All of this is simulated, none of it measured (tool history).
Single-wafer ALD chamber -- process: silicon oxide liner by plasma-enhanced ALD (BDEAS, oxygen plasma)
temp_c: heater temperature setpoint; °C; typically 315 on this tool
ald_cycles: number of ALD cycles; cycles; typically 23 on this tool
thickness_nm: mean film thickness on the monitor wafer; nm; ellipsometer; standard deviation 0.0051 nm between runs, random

| run | hour | temp_c | ald_cycles | read-back reference wafer on the same gauge, thickness_nm | thickness_nm |
|---|---|---|---|---|---|
| 1 | 0 | 315 | 23 | 2.279 | 2.033 |
|  | 15.9 | gauge calibrated |
| 2 | 26.4 | 315 | 23 | 2.279 | 2.038 |
| 3 | 46.3 | 315 | 23 | 2.279 | 2.038 |
| 4 | 71.6 | 319 | 23 | 2.28 | 2.022 |
| 5 | 94.5 | 315 | 23 | 2.279 | 2.037 |
| 6 | 115.8 | 315 | 23 | 2.278 | 2.048 |
| 7 | 151.3 | 315 | 23 | 2.28 | 2.034 |
| 8 | 180.8 | 315 | 23 | 2.283 | 2.041 |
| 9 | 207.6 | 315 | 26 | 2.281 | 2.294 |
| 10 | 241.3 | 315 | 26 | 2.28 | 2.31 |
| 11 | 272.7 | 315 | 23 | 2.282 | 2.039 |
| 12 | 308.2 | 309 | 23 | 2.281 | 2.055 |
| 13 | 323 | 309 | 23 | 2.28 | 2.062 |
| 14 | 341.8 | 315 | 23 | 2.279 | 2.041 |
| 15 | 357 | 315 | 23 | 2.277 | 2.043 |
| 16 | 387.3 | 307 | 23 | 2.28 | 2.061 |
| 17 | 405.7 | 307 | 23 | 2.28 | 2.055 |
| 18 | 435.8 | 307 | 23 | 2.281 | 2.061 |
| 19 | 461.4 | 315 | 23 | 2.28 | 2.042 |
| 20 | 477.7 | 315 | 21 | 2.28 | 1.86 |
| 21 | 506 | 330 | 27 | 2.279 | 2.352 |
|  | 551.3 | gauge calibrated |
| 22 | 580 | 310 | 23 | 2.28 | 2.057 |
| 23 | 600.9 | 315 | 23 | 2.28 | 2.035 |
| 24 | 635 | 315 | 23 | 2.281 | 2.035 |
| 25 | 663.2 | 322 | 25 | 2.28 | 2.197 |
|  | 676.1 | thermocouple changed; heater temperature recalibrated |
| 26 | 677.9 | 311 | 20 | 2.278 | 1.786 |
| 27 | 704.3 | 315 | 23 | 2.279 | 2.05 |
| 28 | 723 | 306 | 23 | 2.277 | 2.069 |
| 29 | 743.8 | 315 | 19 | 2.281 | 1.678 |
| 30 | 771.3 | 321 | 21 | 2.28 | 1.849 |
| 31 | 849.4 | 308 | 20 | 2.281 | 1.794 |
| 32 | 867.6 | 315 | 21 | 2.278 | 1.853 |
| 33 | 893.7 | 315 | 23 | 2.281 | 2.037 |
| 34 | 917.3 | 315 | 23 | 2.28 | 2.034 |
| 35 | 943.8 | 324 | 21 | 2.279 | 1.828 |
| 36 | 958.5 | 315 | 23 | 2.28 | 2.042 |
| 37 | 973.9 | 327 | 20 | 2.28 | 1.752 |
| 38 | 1001 | 305 | 25 | 2.278 | 2.231 |

Each row is a separate what-if for the run after 38, all from the same tool condition, not one after another. Results?
| A | 1001.4 | 315 | 24 | ? | ? |
| B | 1001.4 | 319 | 26 | ? | ? |
| C | 1001.4 | 315 | 20 | ? | ? |
| D | 1001.4 | 304 | 21 | ? | ? |
| E | 1001.4 | 320 | 27 | ? | ? |

| run | read-back reference wafer on the same gauge, thickness_nm | thickness_nm |
|---|---|---|
| A | 2.279 | 2.131 |
| B | 2.279 | 2.297 |
| C | 2.279 | 1.776 |
| D | 2.279 | 1.89 |
| E | 2.279 | 2.382 |
Without the tool's unlogged condition, the same runs would have read:
| run | thickness_nm |
|---|---|
| A | 2.131 |
| B | 2.297 |
| C | 1.776 |
| D | 1.89 |
| E | 2.382 |
